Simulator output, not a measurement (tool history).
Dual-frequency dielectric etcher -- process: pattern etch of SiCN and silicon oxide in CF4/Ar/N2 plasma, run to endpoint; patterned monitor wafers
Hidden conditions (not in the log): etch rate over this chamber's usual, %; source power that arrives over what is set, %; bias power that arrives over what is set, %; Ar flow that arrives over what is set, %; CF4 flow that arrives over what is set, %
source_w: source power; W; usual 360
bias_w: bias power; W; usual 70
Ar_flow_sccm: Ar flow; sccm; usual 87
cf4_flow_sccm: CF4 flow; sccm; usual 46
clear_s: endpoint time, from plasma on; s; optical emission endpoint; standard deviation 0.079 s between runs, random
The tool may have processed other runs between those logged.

run	hour	source_w	bias_w	Ar_flow_sccm	cf4_flow_sccm	wafers since the last listed run	hours since the last wet clean	hours since the last source power generator calibration	hours since the last bias power generator calibration	hours since the last Ar flow controller change	hours since the last CF4 flow controller change	hours since the last upper electrode change	incoming incoming film thickness, nm	clear_s
1	0	320	70	98	46	0	39.4	2727.2	3134.8	5652.1	291.4	3620.6	12.83	21.5
2	61.3	360	70	87	57	990	100.7	2788.5	3196.1	5713.4	352.7	3681.9	12.91	18.6
# hour 94.4: Ar flow controller replaced
3	107.8	360	70	106	46	654	147.2	2835	3242.6	13.4	399.2	3728.4	12.91	19.9
4	132.6	360	70	87	46	400	172	2859.8	3267.4	38.2	424	3753.2	12.91	19.3
5	203.2	360	84	100	46	1140	242.6	2930.4	3338	108.8	494.6	3823.8	12.74	17.7
6	242.4	360	70	87	46	633	281.8	2969.6	3377.2	148	533.8	3863	12.8	19.2
7	274	360	86	87	46	510	313.4	3001.2	3408.8	179.6	565.4	3894.6	12.89	17.4
8	298.6	390	61	87	52	397	338	3025.8	3433.4	204.2	590	3919.2	12.84	19
# hour 346.8: source power generator calibrated
9	347.3	360	70	87	46	721	386.7	0.5	3482.1	252.9	638.7	3967.9	12.97	19.3
10	382.1	320	70	87	46	562	421.5	35.3	3516.9	287.7	673.5	4002.7	12.86	21.3
# hour 395.9: bias power generator calibrated
11	436.4	360	70	67	46	812	475.8	89.6	40.5	342	727.8	4057	12.94	18.3
12	477.4	360	70	99	46	662	516.8	130.6	81.5	383	768.8	4098	12.91	19.1
# hour 505.3: wet clean of the chamber
# hour 550.9: upper electrode replaced
13	551.4	360	53	87	39	419	46.1	204.6	155.5	457	842.8	0.5	12.99	22.8
14	567.4	280	78	87	46	258	62.1	220.6	171.5	473	858.8	16.5	12.82	21.8
15	627.5	360	70	69	40	970	122.2	280.7	231.6	533.1	918.9	76.6	12.7	18.3
16	678.1	290	70	87	46	817	172.8	331.3	282.2	583.7	969.5	127.2	12.76	22.1
17	702.5	360	86	87	37	394	197.2	355.7	306.6	608.1	993.9	151.6	12.95	17.7
18	754.7	360	70	87	46	843	249.4	407.9	358.8	660.3	1046.1	203.8	13.03	19.1
19	808.2	280	80	73	43	864	302.9	461.4	412.3	713.8	1099.6	257.3	12.81	21.3
20	875.5	360	70	87	46	1086	370.2	528.7	479.6	781.1	1166.9	324.6	12.83	18.5
21	930	360	70	102	46	880	424.7	583.2	534.1	835.6	1221.4	379.1	12.83	19.1
# hour 968.1: wet clean of the chamber
22	974.2	430	70	96	40	326	6.1	627.4	578.3	879.8	1265.6	423.3	13.02	17
23	1072.9	270	70	87	46	1594	104.8	726.1	677	978.5	1364.3	522	12.91	23.7

Exercise: give the hidden state of the tool at every run:
etch rate over this chamber's usual, %: 0 in every run
source power that arrives over what is set, %: 0 in every run
Ar flow that arrives over what is set, %: 0 in every run
H1: bias power that arrives over what is set, %
H2: CF4 flow that arrives over what is set, %
run	H1	H2
1	-4.28	-0.888
2	-4.41	-0.826
3	-4.51	-0.772
4	-4.56	-0.74
5	-4.72	-0.638
6	-4.81	-0.575
7	-4.89	-0.521
8	-4.94	-0.476
9	-5.06	-0.383
10	-5.14	-0.311
11	0.0268	-0.192
12	0.0251	-0.0961
13	0.0191	0.0904
14	0.0173	0.133
15	0.00906	0.3
16	0.000203	0.45
17	-0.00469	0.525
18	-0.0165	0.691
19	-0.0306	0.871
20	-0.051	1.11
21	-0.0698	1.31
22	-0.0866	1.49
23	-0.129	1.89
